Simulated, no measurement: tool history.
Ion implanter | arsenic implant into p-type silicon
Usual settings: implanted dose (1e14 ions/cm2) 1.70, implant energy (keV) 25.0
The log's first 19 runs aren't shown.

run,hour,implanted dose (1e14 ions/cm2),implant energy (keV),wafers since the last listed run,hours since the last dose calibration,hours since the extraction supply was calibrated,hours since the gauge calibration,"read-back reference wafer on the same gauge, sheet resistance",sheet resistance of the implanted and annealed layer (ohm/square)
20,248.4,2.15,25.0,204,2379.2,4390.8,290.0,482.99,429.37
# hour 260.3: extraction supply calibrated
21,265.7,1.97,18.5,234,2396.5,5.4,307.3,482.77,479.12
22,274.8,1.90,22.5,229,2405.6,14.5,316.4,483.41,477.23
23,284.2,2.03,29.5,237,2415.0,23.9,325.8,482.77,435.35
24,290.6,1.57,33.0,161,2421.4,30.3,332.2,483.36,515.19
25,301.7,1.70,25.0,280,2432.5,41.4,343.3,482.93,510.53
26,307.8,1.56,30.0,154,2438.6,47.5,349.4,483.01,525.01
27,316.7,1.98,25.0,224,2447.5,56.4,358.3,483.04,454.78
# hour 329.1: Faraday cup replaced and dose calibrated
28,329.6,1.26,18.0,123,0.5,69.3,371.2,483.10,667.84
# hour 334.7: gauge calibrated
29,335.4,1.70,25.0,146,6.3,75.1,0.7,483.30,509.65
30,348.5,1.70,25.0,330,19.4,88.2,13.8,482.95,509.36
31,365.7,1.50,25.0,434,36.6,105.4,31.0,482.85,559.09
32,376.3,1.52,32.5,267,47.2,116.0,41.6,482.81,529.95
33,392.3,1.70,25.0,404,63.2,132.0,57.6,483.08,508.96
34,399.2,1.70,19.5,174,70.1,138.9,64.5,482.97,527.97
35,410.7,1.19,33.5,290,81.6,150.4,76.0,483.04,626.84
36,424.2,1.56,25.0,340,95.1,163.9,89.5,482.86,542.78
37,430.6,1.32,25.0,161,101.5,170.3,95.9,482.36,611.11
38,438.7,1.32,25.0,204,109.6,178.4,104.0,482.56,613.10

Forecast each of these 3 alternatives for the next run:
A,439.1,1.70,25.0,10,110.0,178.8,104.4,?,?
B,439.1,1.47,21.5,10,110.0,178.8,104.4,?,?
C,439.1,1.28,20.5,10,110.0,178.8,104.4,?,?

run,"read-back reference wafer on the same gauge, sheet resistance",sheet resistance of the implanted and annealed layer (ohm/square)
A,483.25,511.33
B,483.25,581.79
C,483.25,647.89
Without the tool's hidden state the same runs would have given:
run,sheet resistance of the implanted and annealed layer (ohm/square)
A,511.33
B,581.79
C,647.89
